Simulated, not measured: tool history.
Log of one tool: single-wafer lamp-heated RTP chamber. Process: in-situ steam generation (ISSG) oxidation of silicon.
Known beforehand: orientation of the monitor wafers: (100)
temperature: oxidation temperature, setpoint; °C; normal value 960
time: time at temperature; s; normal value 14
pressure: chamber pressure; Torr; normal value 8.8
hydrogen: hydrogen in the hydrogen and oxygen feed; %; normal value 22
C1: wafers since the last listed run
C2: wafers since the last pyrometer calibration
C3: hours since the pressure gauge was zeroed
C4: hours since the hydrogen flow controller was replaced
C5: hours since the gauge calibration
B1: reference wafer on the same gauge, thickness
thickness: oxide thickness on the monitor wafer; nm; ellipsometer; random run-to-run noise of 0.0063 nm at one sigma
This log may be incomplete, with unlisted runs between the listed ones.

Run 1, hour 0.0: usual settings; C1 0; C2 611; C3 2758.7; C4 3386.5; C5 367.5; B1 3.720. Result: thickness 4.186 nm.
Run 2, hour 22.2: usual settings; C1 385; C2 997; C3 2780.9; C4 3408.7; C5 389.7; B1 3.722. Result: thickness 4.177 nm.
At hour 24.2: gauge calibrated.
Run 3, hour 57.5: usual settings; C1 612; C2 1609; C3 2816.2; C4 3444.0; C5 33.3; B1 3.719. Result: thickness 4.184 nm.
Run 4, hour 80.8: usual settings; C1 404; C2 2013; C3 2839.5; C4 3467.3; C5 56.6; B1 3.719. Result: thickness 4.190 nm.
Run 5, hour 143.4: usual settings; C1 1086; C2 3100; C3 2902.1; C4 3529.9; C5 119.2; B1 3.721. Result: thickness 4.187 nm.
Run 6, hour 161.8: usual settings; C1 319; C2 3419; C3 2920.5; C4 3548.3; C5 137.6; B1 3.720. Result: thickness 4.190 nm.
Run 7, hour 186.4: usual settings; C1 426; C2 3846; C3 2945.1; C4 3572.9; C5 162.2; B1 3.720. Result: thickness 4.185 nm.
Run 8, hour 202.2: usual settings; C1 274; C2 4120; C3 2960.9; C4 3588.7; C5 178.0; B1 3.722. Result: thickness 4.202 nm.
Run 9, hour 214.2: usual settings but time 18 s; C1 208; C2 4328; C3 2972.9; C4 3600.7; C5 190.0; B1 3.723. Result: thickness 4.651 nm.
Run 10, hour 246.7: usual settings but time 18 s; C1 563; C2 4892; C3 3005.4; C4 3633.2; C5 222.5; B1 3.719. Result: thickness 4.642 nm.
At hour 285.4: pyrometer window cleaned and pyrometer calibrated.
Run 11, hour 285.9: usual settings; C1 541; C2 7; C3 3044.6; C4 3672.4; C5 261.7; B1 3.719. Result: thickness 4.174 nm.
Run 12, hour 311.0: usual settings but pressure 7.7 Torr; C1 435; C2 443; C3 3069.7; C4 3697.5; C5 286.8; B1 3.719. Result: thickness 4.214 nm.
Run 13, hour 344.9: usual settings; C1 588; C2 1031; C3 3103.6; C4 3731.4; C5 320.7; B1 3.721. Result: thickness 4.190 nm.

Run 14 comes next. What will it give?
Run 14, hour 359.5: usual settings but hydrogen 13 %; C1 253; C2 1284; C3 3118.2; C4 3746.0; C5 335.3; B1 ?. Result: thickness ?.

B1: 3.720
thickness: 3.706 nm
Take away the tool's hidden state, keep the run-to-run variation as it was, and the same run would have given thickness 3.699 nm.
